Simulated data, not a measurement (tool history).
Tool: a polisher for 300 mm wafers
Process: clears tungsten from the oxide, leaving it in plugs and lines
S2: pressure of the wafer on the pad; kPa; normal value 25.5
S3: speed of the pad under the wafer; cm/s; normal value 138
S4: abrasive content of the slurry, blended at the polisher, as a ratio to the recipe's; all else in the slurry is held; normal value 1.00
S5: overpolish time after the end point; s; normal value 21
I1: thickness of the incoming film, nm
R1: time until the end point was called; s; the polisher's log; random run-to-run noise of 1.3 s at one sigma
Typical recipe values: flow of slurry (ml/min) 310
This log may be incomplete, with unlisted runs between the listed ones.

Run 1, hour 0.0: usual settings but S2 31.7 kPa; I1 583.0. Result: R1 80.2 s.
Run 2, hour 79.8: usual settings but S3 166 cm/s; I1 580.9. Result: R1 88.1 s.
Run 3, hour 172.3: usual settings but S3 166 cm/s; I1 582.6. Result: R1 91.5 s.
At hour 176.0: slurry tank refilled with fresh slurry and peroxide.
At hour 190.3: worn pad replaced by a new one.
Run 4, hour 260.3: usual settings but S2 27.6 kPa; I1 581.2. Result: R1 96.7 s.
Run 5, hour 342.3: usual settings but S2 27.6 kPa; I1 580.4. Result: R1 98.1 s.
Run 6, hour 415.7: usual settings but S2 27.6 kPa; I1 579.8. Result: R1 99.9 s.
At hour 470.7: slurry nozzle cleaned.
At hour 485.1: slurry blender recalibrated.
Run 7, hour 505.7: usual settings; I1 581.3. Result: R1 97.1 s.
Run 8, hour 555.9: usual settings; I1 591.3. Result: R1 100.8 s.
Run 9, hour 636.7: usual settings but S3 174 cm/s, S4 0.75, S5 11 s; I1 577.0. Result: R1 90.3 s.
At hour 666.9: worn pad replaced by a new one.
At hour 675.2: slurry tank refilled with fresh slurry and peroxide.
Run 10, hour 717.9: usual settings but S4 0.80; I1 590.6. Result: R1 109.1 s.
Run 11, hour 812.4: usual settings but S2 28.3 kPa, S5 31 s; I1 571.5. Result: R1 90.3 s.
At hour 840.3: head pressure recalibrated.
Run 12, hour 852.6: usual settings but S3 122 cm/s, S4 0.70, S5 28 s; I1 587.0. Result: R1 121.1 s.
Run 13, hour 912.4: usual settings; I1 581.4. Result: R1 106.2 s.
At hour 927.0: slurry nozzle cleaned.
At hour 1023.7: slurry blender recalibrated.
At hour 1133.3: slurry tank refilled with fresh slurry and peroxide.
Run 14, hour 1149.4: usual settings but flow of slurry (ml/min) 415, S4 0.80, S5 30 s; I1 575.6. Result: R1 101.5 s.
At hour 1225.0: worn pad replaced by a new one.
Run 15, hour 1243.0: usual settings; I1 588.7. Result: R1 101.4 s.
Run 16, hour 1308.2: usual settings but flow of slurry (ml/min) 210, S4 1.15, S5 15 s; I1 589.0. Result: R1 107.9 s.
Run 17, hour 1353.4: usual settings but flow of slurry (ml/min) 365, S3 108 cm/s; I1 586.0. Result: R1 121.8 s.
Run 18, hour 1434.9: usual settings; I1 581.2. Result: R1 104.3 s.
At hour 1465.7: slurry nozzle cleaned.
At hour 1516.2: slurry blender recalibrated.
Run 19, hour 1535.8: usual settings but S2 29.6 kPa; I1 581.0. Result: R1 84.2 s.
At hour 1591.2: slurry tank refilled with fresh slurry and peroxide.
Run 20, hour 1591.7: usual settings but S3 148 cm/s; I1 580.9. Result: R1 95.2 s.
Run 21, hour 1682.6: usual settings; I1 582.4. Result: R1 101.8 s.
At hour 1788.2: worn pad replaced by a new one.
At hour 1791.9: head pressure recalibrated.
Run 22, hour 1823.2: usual settings but S2 21.4 kPa; I1 579.0. Result: R1 121.8 s.
Run 23, hour 1864.7: usual settings; I1 568.0. Result: R1 99.3 s.
Run 24, hour 1960.9: usual settings but S5 25 s; I1 583.8. Result: R1 107.3 s.
At hour 1985.6: slurry blender recalibrated.
At hour 1992.1: slurry nozzle cleaned.
Run 25, hour 2025.8: usual settings but S5 28 s; I1 584.4. Result: R1 97.7 s.
Run 26, hour 2077.9: usual settings but flow of slurry (ml/min) 380, S2 16.5 kPa, S3 126 cm/s, S4 0.90; I1 584.5. Result: R1 167.7 s.

How would selected steps in R1 from run to run divide? Give the signed amount a tool lacking its hidden state would still show from settings, what came in and random variation, and the signed amount left for the hidden state, including any gauge scatter that is not in both of the compared results.
What the log doesn't record here: removal rate lost through wear of the pad, %; slurry flow missing at the pad, %; deviation of the head's pressure from its setpoint, %; abrasive missing from the slurry, %; peroxide lost from the slurry, %.
Run 6 -> 7: S2 27.6 -> 25.5, slurry nozzle cleaned, slurry blender recalibrated. R1 -2.8 s: hidden state -7.6, all else +4.8.
Run 11 -> 12: S2 28.3 -> 25.5, S3 138 -> 122, S4 1.00 -> 0.70, S5 31 -> 28, head pressure recalibrated. R1 +30.8 s: hidden state +2.2, all else +28.6.
Run 24 -> 25: S5 25 -> 28, slurry blender recalibrated, slurry nozzle cleaned. R1 -9.6 s: hidden state -7.3, all else -2.3.
Run 25 -> 26: flow of slurry (ml/min) 310 -> 380, S2 25.5 -> 16.5, S3 138 -> 126, S4 1.00 -> 0.90, S5 28 -> 21. R1 +70.0 s: hidden state +0.8, all else +69.2.
